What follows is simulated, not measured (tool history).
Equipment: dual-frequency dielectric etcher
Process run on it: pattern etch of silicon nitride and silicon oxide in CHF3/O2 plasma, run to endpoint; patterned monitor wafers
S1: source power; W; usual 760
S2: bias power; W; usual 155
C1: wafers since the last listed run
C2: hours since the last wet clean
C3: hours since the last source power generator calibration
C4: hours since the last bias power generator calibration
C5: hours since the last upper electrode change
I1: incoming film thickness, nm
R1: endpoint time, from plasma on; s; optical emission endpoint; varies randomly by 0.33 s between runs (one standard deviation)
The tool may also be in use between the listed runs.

| run | hour | S1 | S2 | C1 | C2 | C3 | C4 | C5 | I1 | R1 |
|---|---|---|---|---|---|---|---|---|---|---|
| 1 | 0 | 870 | 180 | 0 | 259.6 | 1575.7 | 1813.8 | 4173.8 | 157.9 | 93.9 |
| 2 | 64.8 | 670 | 155 | 373 | 324.4 | 1640.5 | 1878.6 | 4238.6 | 159.8 | 108 |
| 3 | 129.8 | 670 | 155 | 374 | 389.4 | 1705.5 | 1943.6 | 4303.6 | 158.2 | 106.2 |
|  | 191.4 | wet clean of the chamber |
| 4 | 201 | 760 | 155 | 271 | 9.6 | 1776.7 | 2014.8 | 4374.8 | 157.2 | 101.8 |
| 5 | 270.8 | 760 | 155 | 402 | 79.4 | 1846.5 | 2084.6 | 4444.6 | 159.6 | 104.1 |
| 6 | 456.7 | 760 | 155 | 1071 | 265.3 | 2032.4 | 2270.5 | 4630.5 | 158.2 | 103 |
| 7 | 487.7 | 760 | 170 | 178 | 296.3 | 2063.4 | 2301.5 | 4661.5 | 157.3 | 99 |
| 8 | 543.5 | 760 | 155 | 321 | 352.1 | 2119.2 | 2357.3 | 4717.3 | 156.5 | 102.1 |
|  | 579.4 | bias power generator calibrated |
| 9 | 633.5 | 760 | 155 | 495 | 442.1 | 2209.2 | 54.1 | 4807.3 | 158.4 | 100.8 |
|  | 679.3 | wet clean of the chamber |
| 10 | 681.7 | 760 | 155 | 139 | 2.4 | 2257.4 | 102.3 | 4855.5 | 157.1 | 101.3 |
| 11 | 733.3 | 760 | 155 | 297 | 54 | 2309 | 153.9 | 4907.1 | 157.9 | 101.4 |
| 12 | 770.4 | 630 | 185 | 213 | 91.1 | 2346.1 | 191 | 4944.2 | 157.2 | 100.3 |
| 13 | 835.6 | 760 | 155 | 375 | 156.3 | 2411.3 | 256.2 | 5009.4 | 158.5 | 101.5 |
|  | 895.1 | upper electrode replaced, of another model than before |
| 14 | 898.3 | 640 | 120 | 223 | 219 | 2474 | 318.9 | 3.2 | 157 | 126.6 |
| 15 | 1010.5 | 760 | 141 | 646 | 331.2 | 2586.2 | 431.1 | 115.4 | 156.3 | 105.7 |
| 16 | 1060.1 | 590 | 155 | 285 | 380.8 | 2635.8 | 480.7 | 165 | 155.4 | 113 |
| 17 | 1107.8 | 590 | 134 | 274 | 428.5 | 2683.5 | 528.4 | 212.7 | 159.1 | 125.1 |
| 18 | 1149.1 | 820 | 128 | 237 | 469.8 | 2724.8 | 569.7 | 254 | 158.1 | 108.6 |
| 19 | 1178.3 | 840 | 117 | 168 | 499 | 2754 | 598.9 | 283.2 | 157.1 | 112.5 |
|  | 1244.4 | wet clean of the chamber |
| 20 | 1248.4 | 810 | 185 | 265 | 4 | 2824.1 | 669 | 353.3 | 158.3 | 90.4 |
|  | 1283.7 | source power generator calibrated |
| 21 | 1287.4 | 920 | 168 | 201 | 43 | 3.7 | 708 | 392.3 | 158.7 | 90 |
| 22 | 1345.5 | 610 | 155 | 334 | 101.1 | 61.8 | 766.1 | 450.4 | 157.5 | 112.8 |
| 23 | 1371 | 670 | 172 | 146 | 126.6 | 87.3 | 791.6 | 475.9 | 157.8 | 102.5 |
| 24 | 1405.1 | 670 | 144 | 196 | 160.7 | 121.4 | 825.7 | 510 | 158.1 | 112.7 |
| 25 | 1475.8 | 760 | 155 | 407 | 231.4 | 192.1 | 896.4 | 580.7 | 159.4 | 102.9 |
| 26 | 1536.3 | 910 | 133 | 348 | 291.9 | 252.6 | 956.9 | 641.2 | 159.2 | 102.7 |
| 27 | 1562.9 | 600 | 127 | 153 | 318.5 | 279.2 | 983.5 | 667.8 | 157.3 | 127.6 |
| 28 | 1628.2 | 760 | 185 | 376 | 383.8 | 344.5 | 1048.8 | 733.1 | 157.3 | 93.1 |
| 29 | 1668.9 | 860 | 155 | 234 | 424.5 | 385.2 | 1089.5 | 773.8 | 157 | 95.3 |
|  | 1715.2 | wet clean of the chamber |
| 30 | 1715.7 | 880 | 129 | 131 | 0.5 | 432 | 1136.3 | 820.6 | 158 | 105.1 |
| 31 | 1778.3 | 700 | 142 | 360 | 63.1 | 494.6 | 1198.9 | 883.2 | 160 | 113.4 |
| 32 | 1825.4 | 660 | 155 | 271 | 110.2 | 541.7 | 1246 | 930.3 | 158.5 | 109.5 |
| 33 | 1887.8 | 760 | 155 | 359 | 172.6 | 604.1 | 1308.4 | 992.7 | 157.3 | 102 |
| 34 | 1912.9 | 760 | 155 | 144 | 197.7 | 629.2 | 1333.5 | 1017.8 | 157.4 | 102.5 |

Alternative continuations, all from the tool just after run 34; predict every row:
| A | 1913.4 | 760 | 155 | 2 | 198.2 | 629.7 | 1334 | 1018.3 | 157.8 | ? |
| B | 1913.4 | 870 | 122 | 2 | 198.2 | 629.7 | 1334 | 1018.3 | 157.8 | ? |
| C | 1913.4 | 900 | 155 | 2 | 198.2 | 629.7 | 1334 | 1018.3 | 157.8 | ? |
| D | 1913.4 | 910 | 183 | 2 | 198.2 | 629.7 | 1334 | 1018.3 | 157.8 | ? |
| E | 1913.4 | 760 | 182 | 2 | 198.2 | 629.7 | 1334 | 1018.3 | 157.8 | ? |

| run | R1 |
|---|---|
| A | 102.2 |
| B | 109 |
| C | 94.5 |
| D | 86.5 |
| E | 94.2 |
With the hidden condition removed and each run's random variation left untouched, the same runs would have given:
| run | R1 |
|---|---|
| A | 100.7 |
| B | 107.5 |
| C | 93.1 |
| D | 85.1 |
| E | 92.7 |

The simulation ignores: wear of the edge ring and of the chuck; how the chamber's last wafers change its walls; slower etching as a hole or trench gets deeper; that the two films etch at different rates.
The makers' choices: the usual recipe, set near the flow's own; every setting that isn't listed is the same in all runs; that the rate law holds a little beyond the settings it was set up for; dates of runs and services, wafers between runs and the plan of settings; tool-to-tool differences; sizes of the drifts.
